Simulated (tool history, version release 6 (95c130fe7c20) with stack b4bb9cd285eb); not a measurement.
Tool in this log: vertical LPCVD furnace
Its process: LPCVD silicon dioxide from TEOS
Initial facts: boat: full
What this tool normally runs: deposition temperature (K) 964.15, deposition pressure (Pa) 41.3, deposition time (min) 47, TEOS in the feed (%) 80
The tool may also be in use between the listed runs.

run,day,deposition temperature (K),deposition pressure (Pa),deposition time (min),TEOS in the feed (%),wafers since the last listed run,hours since the last temperature calibration,hours since the pressure gauge was zeroed,hours since the TEOS flow controller was replaced,hours since the gauge calibration,"read-back reference wafer on the same gauge, thickness",film thickness on the monitor wafer in the middle of the boat (nm)
1,0,964.15,47.3,35,80,0,4156.7,3972.5,2588.4,687.9,249.92,249.02
2,0.262,964.15,47.3,35,80,113,4163,3978.8,2594.7,694.2,250.05,248.04
# day 0.825: gauge calibrated
3,0.833,964.15,41.3,47,71,246,4176.7,3992.5,2608.4,0.2,249.98,293.88
4,1.121,964.15,41.3,47,71,124,4183.6,3999.4,2615.3,7.1,250.07,293.67
5,1.596,964.15,41.3,47,88,204,4195,4010.8,2626.7,18.5,249.97,326.74
6,2.171,964.15,41.3,47,88,248,4208.8,4024.6,2640.5,32.3,250,326.89
7,2.679,964.15,41.3,47,88,219,4221,4036.8,2652.7,44.5,249.9,327.59
# day 4.088: pressure gauge zeroed
8,4.108,964.15,33.3,34,95,185,4255.3,0.5,2687,78.8,249.99,219.87
# day 5.129: TEOS flow controller replaced
# day 6.083: thermocouples replaced and temperature profile calibrated
9,6.104,953.15,50,47,67,18,0.5,48.4,23.4,126.7,249.99,226.83
10,6.275,964.15,41.3,30,80,73,4.6,52.5,27.5,130.8,249.94,188.07
11,6.446,964.15,41.3,47,80,73,8.7,56.6,31.6,134.9,250.05,294.08
12,6.617,954.15,41.3,31,93,73,12.8,60.7,35.7,139,249.97,164.87
13,6.788,955.15,38.7,59,75,73,16.9,64.8,39.8,143.1,249.93,278.79
14,7.204,976.15,34,55,65,179,26.9,74.8,49.8,153.1,250,373.21
15,7.762,964.15,36,47,68,240,40.3,88.2,63.2,166.5,249.98,253.6
16,8.304,976.15,41.3,41.5,91,233,53.3,101.2,76.2,179.5,249.98,367.57
17,8.971,964.15,41.3,47,80,287,69.3,117.2,92.2,195.5,250.04,294.86
18,9.512,967.15,49.3,58.5,84,233,82.3,130.2,105.2,208.5,249.95,441.42
19,10.2,972.15,38.7,47,66,296,98.8,146.7,121.7,225,249.99,312.61
20,11.408,953.15,34,37,80,521,127.8,175.7,150.7,254,249.94,162.13
21,11.821,964.15,41.3,47,80,177,137.7,185.6,160.6,263.9,249.94,295.22
22,12.462,964.15,49.3,42,80,276,153.1,201,176,279.3,250.01,288.44
23,13.208,964.15,31.3,52,71,321,171,218.9,193.9,297.2,250.09,269.04
24,13.512,964.15,36,47,68,131,178.3,226.2,201.2,304.5,250.01,255.24
25,14.212,959.15,50,47,80,301,195.1,243,218,321.3,250,289.89
26,14.521,958.15,31.3,32.5,94,133,202.5,250.4,225.4,328.7,250.02,167.9
27,14.908,964.15,41.3,64,80,167,211.8,259.7,234.7,338,250.08,404.91
28,15.404,964.15,41.3,47,80,213,223.7,271.6,246.6,349.9,249.9,296.94
29,16.008,964.15,41.3,47,80,260,238.2,286.1,261.1,364.4,249.97,297.15
30,16.462,964.15,41.3,40,80,195,249.1,297,272,375.3,250.13,253.34

Here are 5 independent what-if runs from the current tool condition. What would each one return?
A,16.638,964.15,41.3,47,69,75,253.3,301.2,276.2,379.5,?,?
B,16.638,964.15,41.3,47,94,75,253.3,301.2,276.2,379.5,?,?
C,16.638,964.15,45.3,47,80,75,253.3,301.2,276.2,379.5,?,?
D,16.638,971.15,32,47,80,75,253.3,301.2,276.2,379.5,?,?
E,16.638,957.15,46,47,80,75,253.3,301.2,276.2,379.5,?,?

run,"read-back reference wafer on the same gauge, thickness",film thickness on the monitor wafer in the middle of the boat (nm)
A,250.06,276.49
B,250.06,322.72
C,250.06,311.79
D,250.06,308.79
E,250.06,265.8
What these runs would have given with no unlogged condition in the tool:
run,film thickness on the monitor wafer in the middle of the boat (nm)
A,272.35
B,317.88
C,307.12
D,304.23
E,261.76

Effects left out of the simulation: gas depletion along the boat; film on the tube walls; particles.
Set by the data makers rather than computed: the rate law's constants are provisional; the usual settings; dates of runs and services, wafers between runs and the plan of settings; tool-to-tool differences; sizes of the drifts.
